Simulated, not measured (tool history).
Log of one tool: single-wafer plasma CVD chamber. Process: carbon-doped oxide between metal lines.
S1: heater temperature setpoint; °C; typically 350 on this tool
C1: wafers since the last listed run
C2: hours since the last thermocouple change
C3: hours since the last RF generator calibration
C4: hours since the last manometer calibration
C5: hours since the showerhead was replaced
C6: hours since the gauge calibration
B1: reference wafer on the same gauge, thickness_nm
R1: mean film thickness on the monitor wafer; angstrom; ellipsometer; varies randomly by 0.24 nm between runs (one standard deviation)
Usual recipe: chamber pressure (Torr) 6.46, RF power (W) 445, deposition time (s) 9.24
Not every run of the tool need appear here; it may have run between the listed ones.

{"run": 1, "hour": 0.0, "S1": 359, "chamber pressure (Torr)": 6.46, "RF power (W)": 445, "deposition time (s)": 9.24, "C1": 0, "C2": 728.5, "C3": 964.5, "C4": 1318.4, "C5": 4913.0, "C6": 1924.9, "B1": 49.239, "R1": 500.77}
{"run": 2, "hour": 60.5, "S1": 350, "chamber pressure (Torr)": 6.46, "RF power (W)": 380, "deposition time (s)": 9.24, "C1": 2868, "C2": 789.0, "C3": 1025.0, "C4": 1378.9, "C5": 4973.5, "C6": 1985.4, "B1": 49.237, "R1": 458.15}
{"run": 3, "hour": 98.1, "S1": 350, "chamber pressure (Torr)": 6.46, "RF power (W)": 380, "deposition time (s)": 9.24, "C1": 1782, "C2": 826.6, "C3": 1062.6, "C4": 1416.5, "C5": 5011.1, "C6": 2023.0, "B1": 49.113, "R1": 459.55}
{"run": 4, "hour": 148.7, "S1": 350, "chamber pressure (Torr)": 6.46, "RF power (W)": 445, "deposition time (s)": 9.24, "C1": 2399, "C2": 877.2, "C3": 1113.2, "C4": 1467.1, "C5": 5061.7, "C6": 2073.6, "B1": 49.171, "R1": 510.28}
{"hour": 230.0, "done": "capacitance manometer re-zeroed and calibrated"}
{"run": 5, "hour": 242.2, "S1": 350, "chamber pressure (Torr)": 6.46, "RF power (W)": 445, "deposition time (s)": 9.24, "C1": 4053, "C2": 970.7, "C3": 1206.7, "C4": 12.2, "C5": 5155.2, "C6": 2167.1, "B1": 49.233, "R1": 510.58}
{"run": 6, "hour": 339.7, "S1": 350, "chamber pressure (Torr)": 6.46, "RF power (W)": 445, "deposition time (s)": 9.24, "C1": 4622, "C2": 1068.2, "C3": 1304.2, "C4": 109.7, "C5": 5252.7, "C6": 2264.6, "B1": 49.242, "R1": 509.83}
{"run": 7, "hour": 414.2, "S1": 350, "chamber pressure (Torr)": 6.46, "RF power (W)": 445, "deposition time (s)": 9.24, "C1": 3532, "C2": 1142.7, "C3": 1378.7, "C4": 184.2, "C5": 5327.2, "C6": 2339.1, "B1": 49.203, "R1": 511.01}
{"run": 8, "hour": 509.1, "S1": 350, "chamber pressure (Torr)": 6.46, "RF power (W)": 445, "deposition time (s)": 9.24, "C1": 4499, "C2": 1237.6, "C3": 1473.6, "C4": 279.1, "C5": 5422.1, "C6": 2434.0, "B1": 49.19, "R1": 505.9}
{"run": 9, "hour": 600.0, "S1": 350, "chamber pressure (Torr)": 6.46, "RF power (W)": 445, "deposition time (s)": 9.24, "C1": 4309, "C2": 1328.5, "C3": 1564.5, "C4": 370.0, "C5": 5513.0, "C6": 2524.9, "B1": 49.167, "R1": 509.39}
{"run": 10, "hour": 652.9, "S1": 350, "chamber pressure (Torr)": 6.46, "RF power (W)": 445, "deposition time (s)": 9.24, "C1": 2508, "C2": 1381.4, "C3": 1617.4, "C4": 422.9, "C5": 5565.9, "C6": 2577.8, "B1": 49.214, "R1": 510.53}
{"hour": 707.7, "done": "showerhead replaced"}
{"run": 11, "hour": 736.1, "S1": 350, "chamber pressure (Torr)": 6.46, "RF power (W)": 445, "deposition time (s)": 9.24, "C1": 3565, "C2": 1464.6, "C3": 1700.6, "C4": 506.1, "C5": 28.4, "C6": 2661.0, "B1": 49.168, "R1": 515.46}
{"run": 12, "hour": 842.4, "S1": 350, "chamber pressure (Torr)": 6.46, "RF power (W)": 445, "deposition time (s)": 9.24, "C1": 5039, "C2": 1570.9, "C3": 1806.9, "C4": 612.4, "C5": 134.7, "C6": 2767.3, "B1": 49.15, "R1": 510.54}
{"hour": 845.6, "done": "gauge calibrated"}
{"hour": 863.7, "done": "thermocouple changed; heater temperature recalibrated"}
{"run": 13, "hour": 919.2, "S1": 358, "chamber pressure (Torr)": 6.46, "RF power (W)": 445, "deposition time (s)": 9.24, "C1": 3262, "C2": 55.5, "C3": 1883.7, "C4": 689.2, "C5": 211.5, "C6": 73.6, "B1": 49.151, "R1": 498.1}
{"run": 14, "hour": 1002.7, "S1": 363, "chamber pressure (Torr)": 5.39, "RF power (W)": 445, "deposition time (s)": 9.24, "C1": 3958, "C2": 139.0, "C3": 1967.2, "C4": 772.7, "C5": 295.0, "C6": 157.1, "B1": 49.226, "R1": 481.19}
{"run": 15, "hour": 1039.2, "S1": 338, "chamber pressure (Torr)": 6.46, "RF power (W)": 500, "deposition time (s)": 9.24, "C1": 1730, "C2": 175.5, "C3": 2003.7, "C4": 809.2, "C5": 331.5, "C6": 193.6, "B1": 49.207, "R1": 571.95}
{"run": 16, "hour": 1095.2, "S1": 350, "chamber pressure (Torr)": 6.46, "RF power (W)": 445, "deposition time (s)": 9.24, "C1": 2655, "C2": 231.5, "C3": 2059.7, "C4": 865.2, "C5": 387.5, "C6": 249.6, "B1": 49.276, "R1": 508.35}
{"run": 17, "hour": 1188.5, "S1": 358, "chamber pressure (Torr)": 6.46, "RF power (W)": 445, "deposition time (s)": 10.58, "C1": 4423, "C2": 324.8, "C3": 2153.0, "C4": 958.5, "C5": 480.8, "C6": 342.9, "B1": 49.26, "R1": 561.51}
{"run": 18, "hour": 1265.5, "S1": 363, "chamber pressure (Torr)": 5.39, "RF power (W)": 445, "deposition time (s)": 9.24, "C1": 3650, "C2": 401.8, "C3": 2230.0, "C4": 1035.5, "C5": 557.8, "C6": 419.9, "B1": 49.273, "R1": 475.92}
{"run": 19, "hour": 1364.2, "S1": 350, "chamber pressure (Torr)": 7.52, "RF power (W)": 445, "deposition time (s)": 9.24, "C1": 4679, "C2": 500.5, "C3": 2328.7, "C4": 1134.2, "C5": 656.5, "C6": 518.6, "B1": 49.204, "R1": 517.82}
{"run": 20, "hour": 1414.0, "S1": 350, "chamber pressure (Torr)": 6.46, "RF power (W)": 495, "deposition time (s)": 7.89, "C1": 2361, "C2": 550.3, "C3": 2378.5, "C4": 1184.0, "C5": 706.3, "C6": 568.4, "B1": 49.143, "R1": 462.11}
{"run": 21, "hour": 1463.0, "S1": 365, "chamber pressure (Torr)": 6.97, "RF power (W)": 405, "deposition time (s)": 7.55, "C1": 2323, "C2": 599.3, "C3": 2427.5, "C4": 1233.0, "C5": 755.3, "C6": 617.4, "B1": 49.237, "R1": 377.03}
{"hour": 1568.7, "done": "RF generator calibrated"}
{"hour": 1575.2, "done": "capacitance manometer re-zeroed and calibrated"}
{"run": 22, "hour": 1575.7, "S1": 350, "chamber pressure (Torr)": 6.03, "RF power (W)": 445, "deposition time (s)": 8.15, "C1": 4655, "C2": 712.0, "C3": 7.0, "C4": 0.5, "C5": 868.0, "C6": 730.1, "B1": 49.223, "R1": 445.48}
{"run": 23, "hour": 1630.4, "S1": 359, "chamber pressure (Torr)": 6.46, "RF power (W)": 445, "deposition time (s)": 9.24, "C1": 2593, "C2": 766.7, "C3": 61.7, "C4": 55.2, "C5": 922.7, "C6": 784.8, "B1": 49.244, "R1": 491.5}
{"run": 24, "hour": 1943.5, "S1": 363, "chamber pressure (Torr)": 6.46, "RF power (W)": 535, "deposition time (s)": 9.24, "C1": 14845, "C2": 1079.8, "C3": 374.8, "C4": 368.3, "C5": 1235.8, "C6": 1097.9, "B1": 49.1, "R1": 543.44}
{"run": 25, "hour": 2246.7, "S1": 360, "chamber pressure (Torr)": 6.46, "RF power (W)": 445, "deposition time (s)": 9.24, "C1": 14375, "C2": 1383.0, "C3": 678.0, "C4": 671.5, "C5": 1539.0, "C6": 1401.1, "B1": 49.256, "R1": 488.6}
{"run": 26, "hour": 2313.6, "S1": 343, "chamber pressure (Torr)": 6.46, "RF power (W)": 475, "deposition time (s)": 8.61, "C1": 3171, "C2": 1449.9, "C3": 744.9, "C4": 738.4, "C5": 1605.9, "C6": 1468.0, "B1": 49.206, "R1": 508.36}
{"run": 27, "hour": 2386.5, "S1": 350, "chamber pressure (Torr)": 7.55, "RF power (W)": 390, "deposition time (s)": 8.06, "C1": 3456, "C2": 1522.8, "C3": 817.8, "C4": 811.3, "C5": 1678.8, "C6": 1540.9, "B1": 49.216, "R1": 417.35}

5 ways to go on from here, each from the tool as it stands after run 27. What would each give?
{"run": "A", "hour": 2386.9, "S1": 350, "chamber pressure (Torr)": 6.46, "RF power (W)": 445, "deposition time (s)": 9.24, "C1": 18, "C2": 1523.2, "C3": 818.2, "C4": 811.7, "C5": 1679.2, "C6": 1541.3, "B1": "?", "R1": "?"}
{"run": "B", "hour": 2386.9, "S1": 350, "chamber pressure (Torr)": 6.46, "RF power (W)": 490, "deposition time (s)": 9.24, "C1": 18, "C2": 1523.2, "C3": 818.2, "C4": 811.7, "C5": 1679.2, "C6": 1541.3, "B1": "?", "R1": "?"}
{"run": "C", "hour": 2386.9, "S1": 350, "chamber pressure (Torr)": 6.46, "RF power (W)": 385, "deposition time (s)": 10.46, "C1": 18, "C2": 1523.2, "C3": 818.2, "C4": 811.7, "C5": 1679.2, "C6": 1541.3, "B1": "?", "R1": "?"}
{"run": "D", "hour": 2386.9, "S1": 356, "chamber pressure (Torr)": 7.63, "RF power (W)": 405, "deposition time (s)": 9.24, "C1": 18, "C2": 1523.2, "C3": 818.2, "C4": 811.7, "C5": 1679.2, "C6": 1541.3, "B1": "?", "R1": "?"}
{"run": "E", "hour": 2386.9, "S1": 341, "chamber pressure (Torr)": 6.46, "RF power (W)": 390, "deposition time (s)": 9.24, "C1": 18, "C2": 1523.2, "C3": 818.2, "C4": 811.7, "C5": 1679.2, "C6": 1541.3, "B1": "?", "R1": "?"}

run=A B1=49.120 R1=510.29
run=B B1=49.120 R1=540.34
run=C B1=49.120 R1=524.57
run=D B1=49.120 R1=476.57
run=E B1=49.120 R1=482.78
With no hidden state in the tool, these same runs would have given:
run=A R1=510.29
run=B R1=540.34
run=C R1=524.57
run=D R1=476.57
run=E R1=482.78
